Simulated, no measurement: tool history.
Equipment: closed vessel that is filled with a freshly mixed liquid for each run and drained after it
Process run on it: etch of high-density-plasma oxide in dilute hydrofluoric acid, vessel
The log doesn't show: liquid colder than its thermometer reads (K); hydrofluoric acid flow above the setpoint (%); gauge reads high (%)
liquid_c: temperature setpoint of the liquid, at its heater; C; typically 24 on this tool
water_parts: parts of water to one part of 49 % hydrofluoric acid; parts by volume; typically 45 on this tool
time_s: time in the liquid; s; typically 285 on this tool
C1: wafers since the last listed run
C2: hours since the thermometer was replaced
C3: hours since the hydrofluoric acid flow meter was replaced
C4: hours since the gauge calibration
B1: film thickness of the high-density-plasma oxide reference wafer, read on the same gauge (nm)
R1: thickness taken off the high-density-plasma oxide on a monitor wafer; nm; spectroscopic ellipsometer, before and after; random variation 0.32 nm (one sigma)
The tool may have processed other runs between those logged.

Run 1, hour 0: usual settings but water_parts 55 parts by volume; C1 0; C2 2046.9; C3 1217.2; C4 105.9; B1 29.99. Result: R1 42.48 nm.
Run 2, hour 46.4: usual settings but water_parts 55 parts by volume; C1 4969; C2 2093.3; C3 1263.6; C4 152.3; B1 29.98. Result: R1 42.62 nm.
Run 3, hour 75.2: usual settings but water_parts 55 parts by volume; C1 3084; C2 2122.1; C3 1292.4; C4 181.1; B1 30. Result: R1 42.51 nm.
Run 4, hour 109.5: usual settings; C1 3673; C2 2156.4; C3 1326.7; C4 215.4; B1 30.06. Result: R1 52.56 nm.
Run 5, hour 180.6: usual settings; C1 7615; C2 2227.5; C3 1397.8; C4 286.5; B1 30. Result: R1 52.39 nm.
Run 6, hour 222.3: usual settings but time_s 415 s; C1 4466; C2 2269.2; C3 1439.5; C4 328.2; B1 30.02. Result: R1 77.19 nm.
Run 7, hour 252.9: usual settings but time_s 415 s; C1 3277; C2 2299.8; C3 1470.1; C4 358.8; B1 30.01. Result: R1 76.76 nm.
Run 8, hour 279.9: usual settings but time_s 415 s; C1 2891; C2 2326.8; C3 1497.1; C4 385.8; B1 30.05. Result: R1 76.6 nm.
Run 9, hour 329.4: usual settings; C1 5301; C2 2376.3; C3 1546.6; C4 435.3; B1 29.97. Result: R1 53.3 nm.
Run 10, hour 372.5: usual settings but liquid_c 20.5 C, water_parts 60 parts by volume, time_s 125 s; C1 4616; C2 2419.4; C3 1589.7; C4 478.4; B1 29.94. Result: R1 14.82 nm.
Run 11, hour 418.1: usual settings but liquid_c 27.5 C, water_parts 55 parts by volume, time_s 385 s; C1 4884; C2 2465; C3 1635.3; C4 524; B1 30.01. Result: R1 67.13 nm.
Run 12, hour 444.5: usual settings but liquid_c 27.5 C, water_parts 30 parts by volume, time_s 390 s; C1 2827; C2 2491.4; C3 1661.7; C4 550.4; B1 30.04. Result: R1 128.2 nm.
At hour 477.3: thermometer replaced.
Run 13, hour 478.8: usual settings but liquid_c 28 C; C1 3566; C2 1.5; C3 1696; C4 584.7; B1 29.96. Result: R1 68.8 nm.

Run 14 is up next; what results do you expect?
At hour 503.6: hydrofluoric acid flow meter replaced.
At hour 510.7: gauge calibrated.
Run 14, hour 542.1: usual settings; C1 6672; C2 64.8; C3 38.5; C4 31.4; B1 ?. Result: R1 ?.

{"run 14": {"B1": 30, "R1": 52.39}}
On a tool with no hidden condition, and with the same random variation, this run would have come out at R1 52.25 nm.
